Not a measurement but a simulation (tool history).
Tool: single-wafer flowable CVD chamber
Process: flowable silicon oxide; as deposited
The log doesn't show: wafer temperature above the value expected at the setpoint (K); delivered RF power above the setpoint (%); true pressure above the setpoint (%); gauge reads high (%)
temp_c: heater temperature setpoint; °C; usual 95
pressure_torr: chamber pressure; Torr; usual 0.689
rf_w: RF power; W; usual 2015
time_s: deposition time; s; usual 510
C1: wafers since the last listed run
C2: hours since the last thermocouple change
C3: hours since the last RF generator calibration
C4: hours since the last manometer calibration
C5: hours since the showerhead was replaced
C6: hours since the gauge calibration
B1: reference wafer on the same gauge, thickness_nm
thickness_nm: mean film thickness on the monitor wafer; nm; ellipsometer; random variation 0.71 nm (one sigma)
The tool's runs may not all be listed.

{"run": 1, "hour": 0.0, "temp_c": 95, "pressure_torr": 0.689, "rf_w": 2015, "time_s": 510, "C1": 0, "C2": 1362.6, "C3": 1363.7, "C4": 1859.6, "C5": 5564.1, "C6": 302.2, "B1": 299.086, "thickness_nm": 305.502}
{"run": 2, "hour": 41.2, "temp_c": 95, "pressure_torr": 0.805, "rf_w": 2015, "time_s": 510, "C1": 167, "C2": 1403.8, "C3": 1404.9, "C4": 1900.8, "C5": 5605.3, "C6": 343.4, "B1": 298.695, "thickness_nm": 356.901}
{"run": 3, "hour": 130.3, "temp_c": 95, "pressure_torr": 0.805, "rf_w": 2015, "time_s": 510, "C1": 361, "C2": 1492.9, "C3": 1494.0, "C4": 1989.9, "C5": 5694.4, "C6": 432.5, "B1": 299.054, "thickness_nm": 356.044}
{"run": 4, "hour": 232.5, "temp_c": 95, "pressure_torr": 0.689, "rf_w": 2015, "time_s": 510, "C1": 414, "C2": 1595.1, "C3": 1596.2, "C4": 2092.1, "C5": 5796.6, "C6": 534.7, "B1": 299.037, "thickness_nm": 305.107}
{"run": 5, "hour": 278.3, "temp_c": 95, "pressure_torr": 0.689, "rf_w": 2015, "time_s": 510, "C1": 185, "C2": 1640.9, "C3": 1642.0, "C4": 2137.9, "C5": 5842.4, "C6": 580.5, "B1": 298.929, "thickness_nm": 306.129}
{"run": 6, "hour": 325.0, "temp_c": 95, "pressure_torr": 0.689, "rf_w": 2015, "time_s": 510, "C1": 189, "C2": 1687.6, "C3": 1688.7, "C4": 2184.6, "C5": 5889.1, "C6": 627.2, "B1": 299.04, "thickness_nm": 305.481}
{"run": 7, "hour": 413.2, "temp_c": 95, "pressure_torr": 0.603, "rf_w": 2015, "time_s": 510, "C1": 357, "C2": 1775.8, "C3": 1776.9, "C4": 2272.8, "C5": 5977.3, "C6": 715.4, "B1": 299.325, "thickness_nm": 269.082}
{"hour": 477.0, "done": "RF generator calibrated"}
{"run": 8, "hour": 500.8, "temp_c": 87, "pressure_torr": 0.689, "rf_w": 2015, "time_s": 510, "C1": 322, "C2": 1863.4, "C3": 23.8, "C4": 2360.4, "C5": 6064.9, "C6": 803.0, "B1": 299.099, "thickness_nm": 387.58}
{"hour": 514.0, "done": "showerhead replaced"}
{"run": 9, "hour": 603.1, "temp_c": 87, "pressure_torr": 0.689, "rf_w": 2015, "time_s": 510, "C1": 382, "C2": 1965.7, "C3": 126.1, "C4": 2462.7, "C5": 89.1, "C6": 905.3, "B1": 299.218, "thickness_nm": 391.377}
{"run": 10, "hour": 692.5, "temp_c": 87, "pressure_torr": 0.689, "rf_w": 2015, "time_s": 510, "C1": 362, "C2": 2055.1, "C3": 215.5, "C4": 2552.1, "C5": 178.5, "C6": 994.7, "B1": 298.753, "thickness_nm": 390.179}
{"run": 11, "hour": 795.7, "temp_c": 95, "pressure_torr": 0.689, "rf_w": 2015, "time_s": 510, "C1": 418, "C2": 2158.3, "C3": 318.7, "C4": 2655.3, "C5": 281.7, "C6": 1097.9, "B1": 298.497, "thickness_nm": 305.213}
{"run": 12, "hour": 867.8, "temp_c": 95, "pressure_torr": 0.689, "rf_w": 2015, "time_s": 510, "C1": 292, "C2": 2230.4, "C3": 390.8, "C4": 2727.4, "C5": 353.8, "C6": 1170.0, "B1": 298.602, "thickness_nm": 306.336}
{"hour": 894.4, "done": "gauge calibrated"}
{"run": 13, "hour": 948.8, "temp_c": 95, "pressure_torr": 0.689, "rf_w": 2015, "time_s": 510, "C1": 328, "C2": 2311.4, "C3": 471.8, "C4": 2808.4, "C5": 434.8, "C6": 54.4, "B1": 298.964, "thickness_nm": 307.268}
{"run": 14, "hour": 1047.6, "temp_c": 95, "pressure_torr": 0.689, "rf_w": 2015, "time_s": 561, "C1": 400, "C2": 2410.2, "C3": 570.6, "C4": 2907.2, "C5": 533.6, "C6": 153.2, "B1": 298.987, "thickness_nm": 338.267}
{"run": 15, "hour": 1116.5, "temp_c": 95, "pressure_torr": 0.689, "rf_w": 2015, "time_s": 608, "C1": 279, "C2": 2479.1, "C3": 639.5, "C4": 2976.1, "C5": 602.5, "C6": 222.1, "B1": 298.952, "thickness_nm": 365.337}
{"run": 16, "hour": 1160.8, "temp_c": 103, "pressure_torr": 0.609, "rf_w": 2275, "time_s": 456, "C1": 179, "C2": 2523.4, "C3": 683.8, "C4": 3020.4, "C5": 646.8, "C6": 266.4, "B1": 299.065, "thickness_nm": 194.383}
{"hour": 1212.9, "done": "capacitance manometer re-zeroed and calibrated"}
{"run": 17, "hour": 1244.7, "temp_c": 95, "pressure_torr": 0.689, "rf_w": 2325, "time_s": 410, "C1": 307, "C2": 2607.3, "C3": 767.7, "C4": 31.8, "C5": 730.7, "C6": 350.3, "B1": 298.991, "thickness_nm": 252.89}
{"run": 18, "hour": 1341.4, "temp_c": 95, "pressure_torr": 0.689, "rf_w": 2015, "time_s": 510, "C1": 392, "C2": 2704.0, "C3": 864.4, "C4": 128.5, "C5": 827.4, "C6": 447.0, "B1": 299.102, "thickness_nm": 306.371}
{"run": 19, "hour": 1396.4, "temp_c": 90, "pressure_torr": 0.638, "rf_w": 2015, "time_s": 596, "C1": 223, "C2": 2759.0, "C3": 919.4, "C4": 183.5, "C5": 882.4, "C6": 502.0, "B1": 299.364, "thickness_nm": 389.746}
{"run": 20, "hour": 1488.0, "temp_c": 95, "pressure_torr": 0.546, "rf_w": 2280, "time_s": 510, "C1": 371, "C2": 2850.6, "C3": 1011.0, "C4": 275.1, "C5": 974.0, "C6": 593.6, "B1": 298.863, "thickness_nm": 250.5}
{"hour": 1524.3, "done": "thermocouple changed; heater temperature recalibrated"}
{"run": 21, "hour": 1589.7, "temp_c": 95, "pressure_torr": 0.689, "rf_w": 2015, "time_s": 510, "C1": 380, "C2": 65.4, "C3": 1112.7, "C4": 376.8, "C5": 1075.7, "C6": 695.3, "B1": 299.313, "thickness_nm": 300.943}
{"run": 22, "hour": 1665.5, "temp_c": 95, "pressure_torr": 0.689, "rf_w": 2015, "time_s": 510, "C1": 307, "C2": 141.2, "C3": 1188.5, "C4": 452.6, "C5": 1151.5, "C6": 771.1, "B1": 298.744, "thickness_nm": 300.395}
{"run": 23, "hour": 1710.8, "temp_c": 89, "pressure_torr": 0.636, "rf_w": 2325, "time_s": 510, "C1": 183, "C2": 186.5, "C3": 1233.8, "C4": 497.9, "C5": 1196.8, "C6": 816.4, "B1": 299.024, "thickness_nm": 346.887}
{"run": 24, "hour": 1769.6, "temp_c": 95, "pressure_torr": 0.525, "rf_w": 2015, "time_s": 422, "C1": 238, "C2": 245.3, "C3": 1292.6, "C4": 556.7, "C5": 1255.6, "C6": 875.2, "B1": 298.797, "thickness_nm": 192.063}
{"run": 25, "hour": 1812.2, "temp_c": 95, "pressure_torr": 0.689, "rf_w": 2015, "time_s": 510, "C1": 172, "C2": 287.9, "C3": 1335.2, "C4": 599.3, "C5": 1298.2, "C6": 917.8, "B1": 299.064, "thickness_nm": 302.822}
{"run": 26, "hour": 1885.7, "temp_c": 100, "pressure_torr": 0.689, "rf_w": 2015, "time_s": 510, "C1": 298, "C2": 361.4, "C3": 1408.7, "C4": 672.8, "C5": 1371.7, "C6": 991.3, "B1": 299.127, "thickness_nm": 259.013}
{"run": 27, "hour": 1973.2, "temp_c": 89, "pressure_torr": 0.689, "rf_w": 2015, "time_s": 510, "C1": 354, "C2": 448.9, "C3": 1496.2, "C4": 760.3, "C5": 1459.2, "C6": 1078.8, "B1": 299.005, "thickness_nm": 365.353}
{"run": 28, "hour": 2065.8, "temp_c": 95, "pressure_torr": 0.689, "rf_w": 2015, "time_s": 510, "C1": 375, "C2": 541.5, "C3": 1588.8, "C4": 852.9, "C5": 1551.8, "C6": 1171.4, "B1": 298.674, "thickness_nm": 305.681}
{"run": 29, "hour": 2116.4, "temp_c": 104, "pressure_torr": 0.784, "rf_w": 2015, "time_s": 539, "C1": 205, "C2": 592.1, "C3": 1639.4, "C4": 903.5, "C5": 1602.4, "C6": 1222.0, "B1": 299.088, "thickness_nm": 275.845}

3 ways to go on from here, each from the tool as it stands after run 29. What would each give?
{"run": "A", "hour": 2116.9, "temp_c": 95, "pressure_torr": 0.689, "rf_w": 2015, "time_s": 510, "C1": 2, "C2": 592.6, "C3": 1639.9, "C4": 904.0, "C5": 1602.9, "C6": 1222.5, "B1": "?", "thickness_nm": "?"}
{"run": "B", "hour": 2116.9, "temp_c": 95, "pressure_torr": 0.576, "rf_w": 2310, "time_s": 510, "C1": 2, "C2": 592.6, "C3": 1639.9, "C4": 904.0, "C5": 1602.9, "C6": 1222.5, "B1": "?", "thickness_nm": "?"}
{"run": "C", "hour": 2116.9, "temp_c": 95, "pressure_torr": 0.689, "rf_w": 2280, "time_s": 510, "C1": 2, "C2": 592.6, "C3": 1639.9, "C4": 904.0, "C5": 1602.9, "C6": 1222.5, "B1": "?", "thickness_nm": "?"}

run=A B1=299.068 thickness_nm=303.938
run=B B1=299.068 thickness_nm=262.416
run=C B1=299.068 thickness_nm=312.026
Without the tool's hidden state the same runs would have given:
run=A thickness_nm=298.328
run=B thickness_nm=257.572
run=C thickness_nm=306.267

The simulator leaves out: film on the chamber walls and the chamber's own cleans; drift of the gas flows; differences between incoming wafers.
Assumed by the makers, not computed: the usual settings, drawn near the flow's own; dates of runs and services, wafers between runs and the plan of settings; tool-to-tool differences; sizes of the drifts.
